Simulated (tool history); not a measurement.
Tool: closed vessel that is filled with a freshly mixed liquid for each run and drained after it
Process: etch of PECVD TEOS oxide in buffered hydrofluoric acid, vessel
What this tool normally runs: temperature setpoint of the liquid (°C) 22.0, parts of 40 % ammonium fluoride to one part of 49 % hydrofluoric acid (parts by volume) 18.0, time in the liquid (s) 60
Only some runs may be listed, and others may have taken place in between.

| run | hour | temperature setpoint of the liquid (°C) | parts of 40 % ammonium fluoride to one part of 49 % hydrofluoric acid (parts by volume) | time in the liquid (s) | read-back film thickness of the PECVD TEOS oxide reference wafer, read on the same gauge (nm) | thickness taken off the PECVD TEOS oxide on a monitor wafer (angstrom) |
|---|---|---|---|---|---|---|
| 1 | 0.0 | 22.0 | 18.0 | 60 | 129.98 | 534.1 |
| 2 | 11.5 | 22.0 | 18.0 | 60 | 129.98 | 534.0 |
| 3 | 24.6 | 22.0 | 18.0 | 60 | 130.01 | 536.9 |
| 4 | 36.7 | 22.0 | 18.0 | 60 | 129.98 | 526.6 |
| 5 | 53.6 | 22.0 | 18.0 | 60 | 129.98 | 531.4 |
| 6 | 62.7 | 22.0 | 13.5 | 60 | 130.00 | 696.0 |
| 7 | 73.9 | 22.0 | 13.5 | 60 | 130.01 | 694.2 |
|  | 82.2 | gauge calibrated |
| 8 | 88.4 | 22.0 | 13.5 | 60 | 129.98 | 688.7 |
| 9 | 102.3 | 22.0 | 18.0 | 60 | 130.01 | 530.2 |
| 10 | 110.2 | 22.0 | 18.0 | 60 | 130.02 | 529.9 |
| 11 | 117.2 | 22.0 | 18.0 | 60 | 129.99 | 529.1 |
| 12 | 126.3 | 22.0 | 15.0 | 60 | 130.04 | 623.3 |
| 13 | 141.8 | 22.0 | 18.0 | 60 | 130.01 | 528.5 |
| 14 | 149.7 | 19.5 | 11.0 | 85 | 130.04 | 1049.8 |
| 15 | 157.2 | 22.0 | 18.0 | 60 | 129.99 | 528.7 |
| 16 | 169.8 | 22.0 | 18.0 | 80 | 130.01 | 702.1 |
|  | 172.3 | hydrofluoric acid flow meter replaced |
| 17 | 179.6 | 24.5 | 11.0 | 60 | 130.02 | 1112.7 |
| 18 | 192.2 | 19.0 | 14.5 | 40 | 130.00 | 414.9 |
| 19 | 207.2 | 22.0 | 18.0 | 60 | 129.99 | 597.0 |
| 20 | 227.3 | 22.0 | 20.5 | 30 | 130.01 | 265.1 |
| 21 | 240.2 | 20.0 | 12.0 | 60 | 130.00 | 783.9 |
| 22 | 255.9 | 19.0 | 13.5 | 75 | 130.00 | 835.6 |
| 23 | 269.3 | 19.0 | 20.5 | 80 | 129.99 | 604.0 |
| 24 | 275.4 | 19.5 | 11.0 | 85 | 130.01 | 1176.7 |
| 25 | 285.0 | 22.0 | 18.0 | 60 | 130.01 | 592.0 |
| 26 | 291.4 | 22.0 | 20.5 | 30 | 130.01 | 265.3 |
|  | 293.6 | thermometer replaced |
| 27 | 303.7 | 22.0 | 25.0 | 60 | 129.99 | 462.0 |
| 28 | 321.3 | 22.0 | 18.0 | 60 | 129.99 | 591.6 |
| 29 | 336.3 | 22.0 | 24.5 | 60 | 129.99 | 469.5 |
| 30 | 342.4 | 22.0 | 18.0 | 60 | 130.00 | 586.9 |
| 31 | 352.3 | 22.0 | 18.0 | 60 | 129.98 | 593.5 |
|  | 354.3 | gauge calibrated |
| 32 | 365.6 | 22.0 | 20.5 | 45 | 129.98 | 397.6 |
| 33 | 376.4 | 22.0 | 14.5 | 60 | 130.00 | 741.4 |
| 34 | 391.0 | 22.0 | 22.5 | 30 | 130.00 | 247.9 |

Branching from run 34: 3 alternative next runs. What would each branch give?
| A | 391.7 | 22.0 | 18.0 | 90 | ? | ? |
| B | 391.7 | 18.5 | 18.0 | 45 | ? | ? |
| C | 391.7 | 18.5 | 18.0 | 60 | ? | ? |

| run | read-back film thickness of the PECVD TEOS oxide reference wafer, read on the same gauge (nm) | thickness taken off the PECVD TEOS oxide on a monitor wafer (angstrom) |
|---|---|---|
| A | 130.00 | 871.3 |
| B | 130.00 | 358.0 |
| C | 130.00 | 477.4 |
With the hidden condition removed and each run's random variation left untouched, the same runs would have given:
| run | thickness taken off the PECVD TEOS oxide on a monitor wafer (angstrom) |
|---|---|
| A | 903.8 |
| B | 371.4 |
| C | 495.2 |

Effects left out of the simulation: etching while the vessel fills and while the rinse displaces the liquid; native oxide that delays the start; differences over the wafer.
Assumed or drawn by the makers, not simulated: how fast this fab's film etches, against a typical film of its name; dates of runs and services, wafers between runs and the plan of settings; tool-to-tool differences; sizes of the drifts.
